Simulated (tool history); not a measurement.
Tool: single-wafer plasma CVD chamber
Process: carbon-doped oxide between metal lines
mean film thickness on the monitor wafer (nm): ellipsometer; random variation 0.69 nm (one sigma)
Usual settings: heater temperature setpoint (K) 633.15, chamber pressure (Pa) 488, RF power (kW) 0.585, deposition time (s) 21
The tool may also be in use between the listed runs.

run	hour	heater temperature setpoint (K)	chamber pressure (Pa)	RF power (kW)	deposition time (s)	read-back reference wafer on the same gauge, thickness_nm	mean film thickness on the monitor wafer (nm)
1	0	633.15	488	0.585	22.8	108.799	128.859
2	69.1	633.15	488	0.585	22.8	108.717	126.924
# hour 79.9: capacitance manometer re-zeroed and calibrated
3	112.4	633.15	488	0.585	21	108.824	117.799
4	307.8	633.15	488	0.585	21	109.052	116.096
5	370.8	633.15	488	0.585	21	109.205	116.797
6	399.8	633.15	488	0.585	21	108.902	117.346
7	429.3	622.15	488	0.585	21	108.84	119.659
8	464.6	622.15	488	0.585	21	109.06	121.438
9	521.3	622.15	488	0.585	21	109.271	120.006
10	560.8	633.15	488	0.645	21	108.891	125.906
11	616.2	633.15	488	0.645	21	109.229	124.614
12	641.5	633.15	488	0.645	21	108.839	124.682
13	675.6	633.15	488	0.585	23.3	108.737	129.134
14	754.3	645.15	488	0.585	21	109.184	113.24
# hour 786.9: RF generator calibrated
15	790.6	622.15	488	0.585	21	108.976	123.092
16	861.5	633.15	488	0.585	21	109.009	118.987
# hour 899.9: gauge calibrated
17	927	627.15	424	0.585	19	108.941	108.855
18	954.1	633.15	604	0.585	19.6	109.03	113.797
# hour 966.7: showerhead replaced
19	1021.9	633.15	375	0.585	22.9	108.985	126.371
20	1088	619.15	488	0.64	24.4	109.138	152.948
# hour 1154.4: capacitance manometer re-zeroed and calibrated
# hour 1156.9: thermocouple changed; heater temperature recalibrated
21	1157.4	633.15	372	0.67	21	109.334	128.656
22	1182.6	633.15	488	0.585	22.8	108.818	128.827
23	1245.7	626.15	559	0.63	18.2	109.071	112.293
24	1291.6	633.15	372	0.67	21	109.054	128.747
25	1392.8	638.15	435	0.665	21	109.075	128.135
26	1459.8	633.15	488	0.585	21	109.086	117.128
27	1517.9	633.15	548	0.585	17.7	108.878	100.333
28	1574.3	633.15	523	0.585	21	109.051	119.65
29	1615.4	633.15	488	0.585	21	109.135	117.403

The tool's hidden state at each run:
wafer temperature above the value expected at the setpoint (K): 0 in every run
true pressure above the setpoint (%): 0 in every run
gauge reads high (%): 0 in every run
H1: delivered RF power above the setpoint (%)
run	H1
1	-1.99
2	-2.15
3	-2.24
4	-2.67
5	-2.81
6	-2.87
7	-2.94
8	-3.02
9	-3.14
10	-3.23
11	-3.35
12	-3.41
13	-3.48
14	-3.66
15	-0.278
16	-0.435
17	-0.579
18	-0.639
19	-0.788
20	-0.934
21	-1.09
22	-1.14
23	-1.28
24	-1.38
25	-1.61
26	-1.75
27	-1.88
28	-2.01
29	-2.1
